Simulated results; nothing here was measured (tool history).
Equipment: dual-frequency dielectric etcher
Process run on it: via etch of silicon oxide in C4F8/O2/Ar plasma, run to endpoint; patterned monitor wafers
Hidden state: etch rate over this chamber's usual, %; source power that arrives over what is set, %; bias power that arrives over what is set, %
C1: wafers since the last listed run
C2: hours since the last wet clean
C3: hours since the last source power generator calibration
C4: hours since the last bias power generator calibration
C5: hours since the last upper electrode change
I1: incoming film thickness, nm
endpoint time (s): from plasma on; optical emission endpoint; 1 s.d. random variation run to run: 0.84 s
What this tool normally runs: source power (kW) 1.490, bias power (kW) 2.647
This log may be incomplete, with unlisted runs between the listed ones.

{"run": 1, "hour": 0.0, "source power (kW)": 1.49, "bias power (kW)": 2.647, "C1": 0, "C2": 373.6, "C3": 3066.0, "C4": 4548.5, "C5": 2038.0, "I1": 1437.7, "endpoint time (s)": 276.1}
{"run": 2, "hour": 23.8, "source power (kW)": 1.49, "bias power (kW)": 2.647, "C1": 103, "C2": 397.4, "C3": 3089.8, "C4": 4572.3, "C5": 2061.8, "I1": 1448.0, "endpoint time (s)": 274.9}
{"run": 3, "hour": 37.6, "source power (kW)": 1.49, "bias power (kW)": 2.647, "C1": 60, "C2": 411.2, "C3": 3103.6, "C4": 4586.1, "C5": 2075.6, "I1": 1439.9, "endpoint time (s)": 274.2}
{"run": 4, "hour": 52.1, "source power (kW)": 1.49, "bias power (kW)": 2.647, "C1": 63, "C2": 425.7, "C3": 3118.1, "C4": 4600.6, "C5": 2090.1, "I1": 1436.0, "endpoint time (s)": 273.9}
{"run": 5, "hour": 68.4, "source power (kW)": 1.49, "bias power (kW)": 2.647, "C1": 71, "C2": 442.0, "C3": 3134.4, "C4": 4616.9, "C5": 2106.4, "I1": 1432.0, "endpoint time (s)": 273.2}
{"run": 6, "hour": 102.5, "source power (kW)": 1.49, "bias power (kW)": 2.647, "C1": 148, "C2": 476.1, "C3": 3168.5, "C4": 4651.0, "C5": 2140.5, "I1": 1423.9, "endpoint time (s)": 270.9}
{"run": 7, "hour": 133.0, "source power (kW)": 1.49, "bias power (kW)": 2.647, "C1": 133, "C2": 506.6, "C3": 3199.0, "C4": 4681.5, "C5": 2171.0, "I1": 1426.1, "endpoint time (s)": 271.1}
{"hour": 146.8, "done": "source power generator calibrated"}
{"hour": 177.0, "done": "upper electrode replaced"}
{"run": 8, "hour": 177.5, "source power (kW)": 1.49, "bias power (kW)": 2.647, "C1": 71, "C2": 551.1, "C3": 30.7, "C4": 4726.0, "C5": 0.5, "I1": 1440.5, "endpoint time (s)": 271.3}
{"run": 9, "hour": 178.2, "source power (kW)": 1.49, "bias power (kW)": 2.647, "C1": 3, "C2": 551.8, "C3": 31.4, "C4": 4726.7, "C5": 1.2, "I1": 1433.2, "endpoint time (s)": 271.1}
{"hour": 222.1, "done": "wet clean of the chamber"}
{"run": 10, "hour": 222.6, "source power (kW)": 1.72, "bias power (kW)": 2.362, "C1": 88, "C2": 0.5, "C3": 75.8, "C4": 4771.1, "C5": 45.6, "I1": 1432.6, "endpoint time (s)": 274.2}
{"run": 11, "hour": 231.0, "source power (kW)": 1.34, "bias power (kW)": 2.023, "C1": 36, "C2": 8.9, "C3": 84.2, "C4": 4779.5, "C5": 54.0, "I1": 1425.9, "endpoint time (s)": 309.0}
{"run": 12, "hour": 266.9, "source power (kW)": 1.49, "bias power (kW)": 2.647, "C1": 156, "C2": 44.8, "C3": 120.1, "C4": 4815.4, "C5": 89.9, "I1": 1420.8, "endpoint time (s)": 275.3}

The next listed run, before its measurement:
{"hour": 290.4, "done": "bias power generator calibrated"}
{"run": 13, "hour": 297.5, "source power (kW)": 1.49, "bias power (kW)": 3.118, "C1": 116, "C2": 75.4, "C3": 150.7, "C4": 7.1, "C5": 120.5, "I1": 1435.1, "endpoint time (s)": "?"}

endpoint time (s): 265.9
With the hidden condition absent and the run-to-run variation left alone, this run would have shown endpoint time (s) 269.1.
